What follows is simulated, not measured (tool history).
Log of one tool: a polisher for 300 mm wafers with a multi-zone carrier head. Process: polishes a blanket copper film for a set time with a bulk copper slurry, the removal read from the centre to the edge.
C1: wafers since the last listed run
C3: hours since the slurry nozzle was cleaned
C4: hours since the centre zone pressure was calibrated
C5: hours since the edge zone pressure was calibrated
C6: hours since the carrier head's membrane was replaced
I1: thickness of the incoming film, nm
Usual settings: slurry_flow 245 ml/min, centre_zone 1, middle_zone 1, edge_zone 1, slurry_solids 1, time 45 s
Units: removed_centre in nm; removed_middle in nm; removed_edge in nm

{"run": 1, "day": 0.0, "slurry_flow": 245, "centre_zone": 1, "middle_zone": 1, "edge_zone": 1, "slurry_solids": 1, "time": 45, "C1": 0, "wafers polished on this pad": 1487, "C3": 153, "C4": 602.3, "C5": 786, "C6": 1267.9, "I1": 3787.7, "removed_centre": 480.9, "removed_middle": 481.9, "removed_edge": 492.5}
{"day": 2.858, "done": "worn pad replaced by a new one"}
{"run": 2, "day": 3.404, "slurry_flow": 245, "centre_zone": 1, "middle_zone": 1, "edge_zone": 1, "slurry_solids": 1, "time": 45, "C1": 905, "wafers polished on this pad": 153, "C3": 234.7, "C4": 684, "C5": 867.7, "C6": 1349.6, "I1": 3733.4, "removed_centre": 476, "removed_middle": 497.9, "removed_edge": 489.9}
{"run": 3, "day": 5.629, "slurry_flow": 245, "centre_zone": 1, "middle_zone": 1, "edge_zone": 1, "slurry_solids": 1, "time": 45, "C1": 622, "wafers polished on this pad": 775, "C3": 288.1, "C4": 737.4, "C5": 921.1, "C6": 1403, "I1": 3834.7, "removed_centre": 468.2, "removed_middle": 487.1, "removed_edge": 501.5}
{"run": 4, "day": 7.725, "slurry_flow": 245, "centre_zone": 1, "middle_zone": 1, "edge_zone": 1, "slurry_solids": 1, "time": 45, "C1": 586, "wafers polished on this pad": 1362, "C3": 338.4, "C4": 787.7, "C5": 971.4, "C6": 1453.3, "I1": 3772.6, "removed_centre": 480.8, "removed_middle": 484.6, "removed_edge": 489}
{"run": 5, "day": 10.225, "slurry_flow": 245, "centre_zone": 1, "middle_zone": 1, "edge_zone": 1, "slurry_solids": 1, "time": 45, "C1": 699, "wafers polished on this pad": 2061, "C3": 398.4, "C4": 847.7, "C5": 1031.4, "C6": 1513.3, "I1": 3840.9, "removed_centre": 474.6, "removed_middle": 481.4, "removed_edge": 500.9}
{"day": 11.217, "done": "worn pad replaced by a new one"}
{"day": 12.262, "done": "slurry nozzle cleaned"}
{"run": 6, "day": 13.0, "slurry_flow": 245, "centre_zone": 1, "middle_zone": 1, "edge_zone": 1, "slurry_solids": 1, "time": 45, "C1": 718, "wafers polished on this pad": 486, "C3": 17.7, "C4": 914.3, "C5": 1098, "C6": 1579.9, "I1": 3791.1, "removed_centre": 471.7, "removed_middle": 484.4, "removed_edge": 497.3}
{"day": 13.7, "done": "carrier head's membrane replaced by a new one"}
{"run": 7, "day": 15.367, "slurry_flow": 245, "centre_zone": 1, "middle_zone": 1, "edge_zone": 1, "slurry_solids": 1, "time": 45, "C1": 603, "wafers polished on this pad": 1090, "C3": 74.5, "C4": 971.1, "C5": 1154.8, "C6": 40, "I1": 3782.2, "removed_centre": 471.1, "removed_middle": 482.9, "removed_edge": 475.7}
{"run": 8, "day": 17.508, "slurry_flow": 245, "centre_zone": 1, "middle_zone": 1, "edge_zone": 1, "slurry_solids": 1, "time": 45, "C1": 599, "wafers polished on this pad": 1690, "C3": 125.9, "C4": 1022.5, "C5": 1206.2, "C6": 91.4, "I1": 3812.1, "removed_centre": 474.9, "removed_middle": 472.3, "removed_edge": 479.2}
{"day": 18.421, "done": "worn pad replaced by a new one"}
{"day": 19.217, "done": "edge zone pressure recalibrated"}
{"run": 9, "day": 20.167, "slurry_flow": 275, "centre_zone": 1, "middle_zone": 0.89, "edge_zone": 1, "slurry_solids": 1, "time": 39, "C1": 673, "wafers polished on this pad": 465, "C3": 189.7, "C4": 1086.3, "C5": 22.8, "C6": 155.2, "I1": 3780.6, "removed_centre": 421, "removed_middle": 384.8, "removed_edge": 426.5}
{"run": 10, "day": 23.358, "slurry_flow": 275, "centre_zone": 1.1, "middle_zone": 1, "edge_zone": 0.89, "slurry_solids": 0.7, "time": 45, "C1": 892, "wafers polished on this pad": 1358, "C3": 266.3, "C4": 1162.9, "C5": 99.4, "C6": 231.8, "I1": 3800, "removed_centre": 458.1, "removed_middle": 422.7, "removed_edge": 405.9}
{"day": 23.658, "done": "centre zone pressure recalibrated"}
{"run": 11, "day": 25.988, "slurry_flow": 195, "centre_zone": 1, "middle_zone": 1.1, "edge_zone": 1, "slurry_solids": 1, "time": 60, "C1": 712, "wafers polished on this pad": 2070, "C3": 329.4, "C4": 55.9, "C5": 162.5, "C6": 294.9, "I1": 3705.1, "removed_centre": 613.2, "removed_middle": 692.5, "removed_edge": 638.1}
{"day": 27.3, "done": "worn pad replaced by a new one"}
{"run": 12, "day": 28.017, "slurry_flow": 245, "centre_zone": 0.88, "middle_zone": 1, "edge_zone": 1, "slurry_solids": 1, "time": 53, "C1": 521, "wafers polished on this pad": 200, "C3": 378.1, "C4": 104.6, "C5": 211.2, "C6": 343.6, "I1": 3726.5, "removed_centre": 504.1, "removed_middle": 568.3, "removed_edge": 568.4}
{"run": 13, "day": 29.588, "slurry_flow": 245, "centre_zone": 1, "middle_zone": 1, "edge_zone": 1, "slurry_solids": 1, "time": 45, "C1": 439, "wafers polished on this pad": 640, "C3": 415.8, "C4": 142.3, "C5": 248.9, "C6": 381.3, "I1": 3818.3, "removed_centre": 470, "removed_middle": 488.1, "removed_edge": 491.1}
{"day": 30.317, "done": "slurry nozzle cleaned"}
{"run": 14, "day": 33.846, "slurry_flow": 245, "centre_zone": 1, "middle_zone": 0.88, "edge_zone": 1, "slurry_solids": 0.9, "time": 45, "C1": 1179, "wafers polished on this pad": 1819, "C3": 84.7, "C4": 244.5, "C5": 351.1, "C6": 483.5, "I1": 3777.7, "removed_centre": 450.3, "removed_middle": 421.3, "removed_edge": 475}
{"day": 35.025, "done": "worn pad replaced by a new one"}
{"run": 15, "day": 36.683, "slurry_flow": 205, "centre_zone": 1, "middle_zone": 1, "edge_zone": 1.07, "slurry_solids": 1, "time": 40, "C1": 747, "wafers polished on this pad": 463, "C3": 152.8, "C4": 312.6, "C5": 419.2, "C6": 551.6, "I1": 3823, "removed_centre": 416.8, "removed_middle": 424.8, "removed_edge": 432.2}

The next listed run, before its measurement:
{"run": 16, "day": 38.754, "slurry_flow": 245, "centre_zone": 1, "middle_zone": 1.1, "edge_zone": 1, "slurry_solids": 1.15, "time": 45, "C1": 579, "wafers polished on this pad": 1043, "C3": 202.5, "C4": 362.3, "C5": 468.9, "C6": 601.3, "I1": 3810, "removed_centre": "?", "removed_middle": "?", "removed_edge": "?"}

removed_centre: 496.4 nm
removed_middle: 565.5 nm
removed_edge: 510.7 nm
Without the tool's hidden state the same run would have given removed_centre 496.4 nm, removed_middle 565.5 nm, removed_edge 510.7 nm.
